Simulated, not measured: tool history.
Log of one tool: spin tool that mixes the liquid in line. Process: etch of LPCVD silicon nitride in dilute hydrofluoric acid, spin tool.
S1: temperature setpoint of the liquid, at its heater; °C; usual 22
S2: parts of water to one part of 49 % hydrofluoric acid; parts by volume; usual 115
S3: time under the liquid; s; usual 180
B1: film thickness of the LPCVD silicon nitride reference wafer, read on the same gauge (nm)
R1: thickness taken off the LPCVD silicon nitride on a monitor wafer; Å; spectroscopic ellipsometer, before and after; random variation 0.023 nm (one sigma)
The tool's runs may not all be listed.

{"run": 1, "hour": 0.0, "S1": 22, "S2": 115, "S3": 180, "B1": 30.002, "R1": 7.31}
{"hour": 14.3, "done": "gauge calibrated"}
{"run": 2, "hour": 24.9, "S1": 22, "S2": 115, "S3": 180, "B1": 30.059, "R1": 7.15}
{"run": 3, "hour": 39.5, "S1": 22, "S2": 85, "S3": 180, "B1": 29.968, "R1": 10.03}
{"run": 4, "hour": 56.8, "S1": 22, "S2": 115, "S3": 180, "B1": 29.973, "R1": 7.11}
{"run": 5, "hour": 72.5, "S1": 22, "S2": 115, "S3": 180, "B1": 30.049, "R1": 7.34}
{"run": 6, "hour": 86.2, "S1": 22, "S2": 115, "S3": 180, "B1": 29.974, "R1": 6.79}
{"run": 7, "hour": 122.0, "S1": 22, "S2": 115, "S3": 180, "B1": 30.023, "R1": 7.11}
{"run": 8, "hour": 149.6, "S1": 22, "S2": 115, "S3": 180, "B1": 29.966, "R1": 7.35}
{"run": 9, "hour": 174.7, "S1": 22, "S2": 115, "S3": 180, "B1": 29.989, "R1": 7.58}
{"run": 10, "hour": 203.9, "S1": 22, "S2": 115, "S3": 180, "B1": 30.002, "R1": 7.2}
{"run": 11, "hour": 220.6, "S1": 22, "S2": 115, "S3": 180, "B1": 30.006, "R1": 6.87}
{"run": 12, "hour": 247.4, "S1": 22, "S2": 115, "S3": 180, "B1": 29.992, "R1": 6.8}
{"run": 13, "hour": 353.7, "S1": 24.5, "S2": 115, "S3": 180, "B1": 29.996, "R1": 8.54}
{"run": 14, "hour": 373.2, "S1": 22, "S2": 150, "S3": 180, "B1": 30.013, "R1": 5.31}
{"run": 15, "hour": 408.6, "S1": 22, "S2": 145, "S3": 180, "B1": 30.021, "R1": 5.49}
{"run": 16, "hour": 429.2, "S1": 20, "S2": 65, "S3": 280, "B1": 30.016, "R1": 17.03}
{"hour": 439.0, "done": "hydrofluoric acid flow meter replaced"}
{"run": 17, "hour": 441.4, "S1": 22, "S2": 80, "S3": 250, "B1": 29.969, "R1": 14.44}
{"hour": 447.0, "done": "thermometer replaced"}
{"run": 18, "hour": 467.3, "S1": 19, "S2": 75, "S3": 240, "B1": 29.995, "R1": 11.82}
{"run": 19, "hour": 501.8, "S1": 22, "S2": 115, "S3": 180, "B1": 30.014, "R1": 7.21}
{"hour": 537.2, "done": "gauge calibrated"}
{"run": 20, "hour": 537.5, "S1": 26.5, "S2": 80, "S3": 285, "B1": 30.008, "R1": 21.7}
{"run": 21, "hour": 556.5, "S1": 22, "S2": 115, "S3": 180, "B1": 30.007, "R1": 6.9}
{"run": 22, "hour": 591.9, "S1": 22, "S2": 165, "S3": 180, "B1": 30.017, "R1": 5.05}
{"run": 23, "hour": 606.1, "S1": 26, "S2": 115, "S3": 245, "B1": 29.991, "R1": 12.71}
{"run": 24, "hour": 694.7, "S1": 23.5, "S2": 115, "S3": 180, "B1": 30.006, "R1": 7.93}
{"run": 25, "hour": 721.3, "S1": 22, "S2": 115, "S3": 180, "B1": 30.001, "R1": 7.6}

Forecast each of these 5 alternatives for the next run:
{"run": "A", "hour": 721.8, "S1": 22, "S2": 60, "S3": 180, "B1": "?", "R1": "?"}
{"run": "B", "hour": 721.8, "S1": 25.5, "S2": 115, "S3": 120, "B1": "?", "R1": "?"}
{"run": "C", "hour": 721.8, "S1": 22, "S2": 115, "S3": 210, "B1": "?", "R1": "?"}
{"run": "D", "hour": 721.8, "S1": 17.5, "S2": 135, "S3": 275, "B1": "?", "R1": "?"}
{"run": "E", "hour": 721.8, "S1": 18, "S2": 70, "S3": 180, "B1": "?", "R1": "?"}

run=A B1=29.981 R1=14.2
run=B B1=29.981 R1=6.29
run=C B1=29.981 R1=8.76
run=D B1=29.981 R1=7.24
run=E B1=29.981 R1=9.27
Without the tool's hidden state the same runs would have given:
run=A R1=14.2
run=B R1=6.29
run=C R1=8.76
run=D R1=7.24
run=E R1=9.27
